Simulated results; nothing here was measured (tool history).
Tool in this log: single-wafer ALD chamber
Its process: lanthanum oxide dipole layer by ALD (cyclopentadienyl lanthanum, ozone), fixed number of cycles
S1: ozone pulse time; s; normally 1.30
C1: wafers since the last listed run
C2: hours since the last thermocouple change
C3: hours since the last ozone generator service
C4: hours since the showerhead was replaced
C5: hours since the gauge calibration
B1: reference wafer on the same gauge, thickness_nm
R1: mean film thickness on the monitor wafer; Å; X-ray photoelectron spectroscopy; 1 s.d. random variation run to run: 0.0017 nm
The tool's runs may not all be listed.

{"run": 1, "hour": 0.0, "S1": 1.69, "C1": 0, "C2": 1208.7, "C3": 664.7, "C4": 5657.6, "C5": 371.4, "B1": 0.502, "R1": 5.35}
{"run": 2, "hour": 202.6, "S1": 1.64, "C1": 4052, "C2": 1411.3, "C3": 867.3, "C4": 5860.2, "C5": 574.0, "B1": 0.503, "R1": 5.37}
{"run": 3, "hour": 230.6, "S1": 1.64, "C1": 560, "C2": 1439.3, "C3": 895.3, "C4": 5888.2, "C5": 602.0, "B1": 0.503, "R1": 5.35}
{"run": 4, "hour": 268.1, "S1": 1.64, "C1": 750, "C2": 1476.8, "C3": 932.8, "C4": 5925.7, "C5": 639.5, "B1": 0.503, "R1": 5.34}
{"run": 5, "hour": 326.8, "S1": 1.17, "C1": 1174, "C2": 1535.5, "C3": 991.5, "C4": 5984.4, "C5": 698.2, "B1": 0.504, "R1": 5.08}
{"run": 6, "hour": 375.9, "S1": 1.6, "C1": 982, "C2": 1584.6, "C3": 1040.6, "C4": 6033.5, "C5": 747.3, "B1": 0.503, "R1": 5.3}
{"run": 7, "hour": 406.2, "S1": 1.6, "C1": 606, "C2": 1614.9, "C3": 1070.9, "C4": 6063.8, "C5": 777.6, "B1": 0.502, "R1": 5.31}
{"run": 8, "hour": 477.1, "S1": 1.3, "C1": 1418, "C2": 1685.8, "C3": 1141.8, "C4": 6134.7, "C5": 848.5, "B1": 0.504, "R1": 5.2}
{"run": 9, "hour": 507.8, "S1": 1.3, "C1": 614, "C2": 1716.5, "C3": 1172.5, "C4": 6165.4, "C5": 879.2, "B1": 0.502, "R1": 5.16}
{"hour": 522.7, "done": "thermocouple changed; heater temperature recalibrated"}
{"run": 10, "hour": 545.5, "S1": 1.3, "C1": 594, "C2": 22.8, "C3": 1210.2, "C4": 6203.1, "C5": 916.9, "B1": 0.503, "R1": 5.16}
{"hour": 564.1, "done": "ozone generator serviced"}
{"run": 11, "hour": 590.7, "S1": 1.3, "C1": 744, "C2": 68.0, "C3": 26.6, "C4": 6248.3, "C5": 962.1, "B1": 0.503, "R1": 4.95}
{"run": 12, "hour": 658.3, "S1": 1.3, "C1": 1352, "C2": 135.6, "C3": 94.2, "C4": 6315.9, "C5": 1029.7, "B1": 0.503, "R1": 4.93}
{"run": 13, "hour": 690.0, "S1": 1.3, "C1": 634, "C2": 167.3, "C3": 125.9, "C4": 6347.6, "C5": 1061.4, "B1": 0.503, "R1": 4.95}
{"run": 14, "hour": 731.7, "S1": 1.3, "C1": 834, "C2": 209.0, "C3": 167.6, "C4": 6389.3, "C5": 1103.1, "B1": 0.503, "R1": 4.94}
{"hour": 759.0, "done": "showerhead replaced"}
{"run": 15, "hour": 788.1, "S1": 1.56, "C1": 968, "C2": 265.4, "C3": 224.0, "C4": 29.1, "C5": 1159.5, "B1": 0.503, "R1": 5.1}
{"run": 16, "hour": 820.3, "S1": 1.56, "C1": 644, "C2": 297.6, "C3": 256.2, "C4": 61.3, "C5": 1191.7, "B1": 0.503, "R1": 5.08}
{"hour": 878.3, "done": "ozone generator serviced, repeated, since the last time left the tool worse"}
{"run": 17, "hour": 878.8, "S1": 1.46, "C1": 1010, "C2": 356.1, "C3": 0.5, "C4": 119.8, "C5": 1250.2, "B1": 0.503, "R1": 5.38}
{"run": 18, "hour": 941.9, "S1": 1.57, "C1": 1262, "C2": 419.2, "C3": 63.6, "C4": 182.9, "C5": 1313.3, "B1": 0.502, "R1": 5.41}
{"run": 19, "hour": 979.6, "S1": 1.72, "C1": 754, "C2": 456.9, "C3": 101.3, "C4": 220.6, "C5": 1351.0, "B1": 0.503, "R1": 5.44}
{"run": 20, "hour": 1037.1, "S1": 0.9, "C1": 1150, "C2": 514.4, "C3": 158.8, "C4": 278.1, "C5": 1408.5, "B1": 0.503, "R1": 5.0}
{"run": 21, "hour": 1065.8, "S1": 0.79, "C1": 574, "C2": 543.1, "C3": 187.5, "C4": 306.8, "C5": 1437.2, "B1": 0.502, "R1": 4.94}
{"hour": 1074.9, "done": "gauge calibrated"}
{"run": 22, "hour": 1130.2, "S1": 1.3, "C1": 1288, "C2": 607.5, "C3": 251.9, "C4": 371.2, "C5": 55.3, "B1": 0.503, "R1": 5.27}
{"run": 23, "hour": 1189.0, "S1": 1.62, "C1": 1176, "C2": 666.3, "C3": 310.7, "C4": 430.0, "C5": 114.1, "B1": 0.503, "R1": 5.44}
{"run": 24, "hour": 1218.6, "S1": 0.91, "C1": 592, "C2": 695.9, "C3": 340.3, "C4": 459.6, "C5": 143.7, "B1": 0.503, "R1": 5.02}
{"run": 25, "hour": 1255.9, "S1": 1.3, "C1": 746, "C2": 733.2, "C3": 377.6, "C4": 496.9, "C5": 181.0, "B1": 0.503, "R1": 5.28}
{"run": 26, "hour": 1304.4, "S1": 1.3, "C1": 970, "C2": 781.7, "C3": 426.1, "C4": 545.4, "C5": 229.5, "B1": 0.503, "R1": 5.26}
{"run": 27, "hour": 1357.4, "S1": 1.09, "C1": 1060, "C2": 834.7, "C3": 479.1, "C4": 598.4, "C5": 282.5, "B1": 0.503, "R1": 5.14}
{"run": 28, "hour": 1396.0, "S1": 1.63, "C1": 772, "C2": 873.3, "C3": 517.7, "C4": 637.0, "C5": 321.1, "B1": 0.503, "R1": 5.43}

Alternative continuations, all from the tool just after run 28; predict every row:
{"run": "A", "hour": 1396.4, "S1": 1.02, "C1": 8, "C2": 873.7, "C3": 518.1, "C4": 637.4, "C5": 321.5, "B1": "?", "R1": "?"}
{"run": "B", "hour": 1396.4, "S1": 1.8, "C1": 8, "C2": 873.7, "C3": 518.1, "C4": 637.4, "C5": 321.5, "B1": "?", "R1": "?"}
{"run": "C", "hour": 1396.4, "S1": 1.68, "C1": 8, "C2": 873.7, "C3": 518.1, "C4": 637.4, "C5": 321.5, "B1": "?", "R1": "?"}
{"run": "D", "hour": 1396.4, "S1": 1.01, "C1": 8, "C2": 873.7, "C3": 518.1, "C4": 637.4, "C5": 321.5, "B1": "?", "R1": "?"}

run=A B1=0.503 R1=5.07
run=B B1=0.503 R1=5.44
run=C B1=0.503 R1=5.40
run=D B1=0.503 R1=5.06
The same runs, with their run-to-run variation unchanged, on a tool lacking any hidden condition would have given:
run=A R1=5.13
run=B R1=5.48
run=C R1=5.44
run=D R1=5.13
